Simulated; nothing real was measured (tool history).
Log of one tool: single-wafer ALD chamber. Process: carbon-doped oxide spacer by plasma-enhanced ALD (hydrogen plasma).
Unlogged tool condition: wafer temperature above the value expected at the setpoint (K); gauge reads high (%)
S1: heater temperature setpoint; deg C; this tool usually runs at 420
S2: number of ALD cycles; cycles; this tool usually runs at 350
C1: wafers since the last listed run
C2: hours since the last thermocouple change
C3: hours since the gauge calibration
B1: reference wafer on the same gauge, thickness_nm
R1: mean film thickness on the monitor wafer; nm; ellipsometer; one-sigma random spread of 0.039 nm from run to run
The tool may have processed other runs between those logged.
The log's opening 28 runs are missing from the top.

run 29 hour=349.3 | S1=420 S2=394 | C1=15 C2=67.1 C3=123.2 | B1=17.42 | R1=17.39
run 30 hour=366.8 | S1=411 S2=419 | C1=26 C2=84.6 C3=140.7 | B1=17.416 | R1=19.022
run 31 hour=379.6 | S1=420 S2=350 | C1=19 C2=97.4 C3=153.5 | B1=17.418 | R1=15.41
run 32 hour=390.6 | S1=427 S2=378 | C1=16 C2=108.4 C3=164.5 | B1=17.419 | R1=16.236
run 33 hour=403.6 | S1=420 S2=350 | C1=19 C2=121.4 C3=177.5 | B1=17.395 | R1=15.407
run 34 hour=410.4 | S1=433 S2=350 | C1=10 C2=128.2 C3=184.3 | B1=17.416 | R1=14.821
run 35 hour=422.3 | S1=420 S2=317 | C1=18 C2=140.1 C3=196.2 | B1=17.39 | R1=13.967
run 36 hour=430.6 | S1=410 S2=350 | C1=12 C2=148.4 C3=204.5 | B1=17.398 | R1=15.891
run 37 hour=443 | S1=420 S2=350 | C1=19 C2=160.8 C3=216.9 | B1=17.38 | R1=15.453
run 38 hour=459.4 | S1=413 S2=390 | C1=25 C2=177.2 C3=233.3 | B1=17.379 | R1=17.565
run 39 hour=469.7 | S1=434 S2=374 | C1=15 C2=187.5 C3=243.6 | B1=17.38 | R1=15.728
run 40 hour=480.7 | S1=432 S2=402 | C1=16 C2=198.5 C3=254.6 | B1=17.382 | R1=17.055
run 41 hour=491.8 | S1=431 S2=329 | C1=17 C2=209.6 C3=265.7 | B1=17.374 | R1=14
run 42 hour=502.4 | S1=433 S2=290 | C1=16 C2=220.2 C3=276.3 | B1=17.361 | R1=12.265
run 43 hour=509.4 | S1=408 S2=329 | C1=10 C2=227.2 C3=283.3 | B1=17.364 | R1=15.036
run 44 hour=525.3 | S1=420 S2=306 | C1=24 C2=243.1 C3=299.2 | B1=17.343 | R1=13.435
run 45 hour=539.5 | S1=420 S2=350 | C1=21 C2=257.3 C3=313.4 | B1=17.33 | R1=15.362
run 46 hour=546.9 | S1=433 S2=303 | C1=11 C2=264.7 C3=320.8 | B1=17.33 | R1=12.782

4 ways to go on from here, each from the tool as it stands after run 46. What would each give?
run A hour=547.8 | S1=416 S2=350 | C1=1 C2=265.6 C3=321.7 | B1=? | R1=?
run B hour=547.8 | S1=427 S2=350 | C1=1 C2=265.6 C3=321.7 | B1=? | R1=?
run C hour=547.8 | S1=413 S2=379 | C1=1 C2=265.6 C3=321.7 | B1=? | R1=?
run D hour=547.8 | S1=406 S2=328 | C1=1 C2=265.6 C3=321.7 | B1=? | R1=?

run=A B1=17.338 R1=15.524
run=B B1=17.338 R1=14.999
run=C B1=17.338 R1=16.965
run=D B1=17.338 R1=14.995
What these runs would have given with no unlogged condition in the tool:
run=A R1=15.674
run=B R1=15.145
run=C R1=17.129
run=D R1=15.14

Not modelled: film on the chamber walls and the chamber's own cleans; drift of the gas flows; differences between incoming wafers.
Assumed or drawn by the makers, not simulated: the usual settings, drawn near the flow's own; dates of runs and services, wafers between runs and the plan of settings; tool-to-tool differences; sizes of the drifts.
